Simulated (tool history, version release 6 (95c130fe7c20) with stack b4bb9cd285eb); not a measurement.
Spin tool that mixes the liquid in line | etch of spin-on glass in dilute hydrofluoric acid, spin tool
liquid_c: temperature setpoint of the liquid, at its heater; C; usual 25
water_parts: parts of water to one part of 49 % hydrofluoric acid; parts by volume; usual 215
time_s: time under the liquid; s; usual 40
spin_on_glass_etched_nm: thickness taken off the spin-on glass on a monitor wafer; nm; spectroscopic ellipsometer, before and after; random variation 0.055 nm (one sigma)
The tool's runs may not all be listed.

run	day	liquid_c	water_parts	time_s	read-back film thickness of the spin-on glass reference wafer, read on the same gauge (nm)	spin_on_glass_etched_nm
1	0	23	215	40	140.03	5.45
2	1.75	23	215	40	139.99	5.43
3	3.658	25	215	40	140.03	5.8
4	7.825	25	215	40	139.97	5.78
5	10.862	25	215	55	140	8.05
6	14.492	25	215	55	140.01	7.9
7	17.958	25	215	55	139.97	8.06
8	21.438	25	215	40	140.01	5.8
9	32.538	25	215	40	140.06	5.81
10	35.85	27	215	20	140	3.13
11	38.842	27	215	20	140.02	3.19
12	40.488	27	215	20	140.02	3.16
13	43.221	25	215	40	140.03	5.79
# day 43.654: hydrofluoric acid flow meter replaced
14	46.9	25	215	40	139.99	5.84
15	48.454	25	215	40	140.01	5.85
16	52.188	26.5	180	40	140	7.61
17	53.8	25	215	40	139.98	5.85
# day 54.058: thermometer replaced
# day 55.6: gauge calibrated
18	57.2	25	215	25	140.01	3.71
19	60.188	25	215	40	140.03	5.96
20	62.175	21.5	215	40	140.01	5.1
21	66.171	25	215	40	139.99	5.85
22	70.517	25	215	40	139.97	5.89

The next listed run, before its measurement:
23	72.796	23	215	50	?	?

read-back film thickness of the spin-on glass reference wafer, read on the same gauge (nm): 140.03
spin_on_glass_etched_nm: 6.78 nm
Without the tool's hidden state the same run would have given spin_on_glass_etched_nm 6.78 nm.
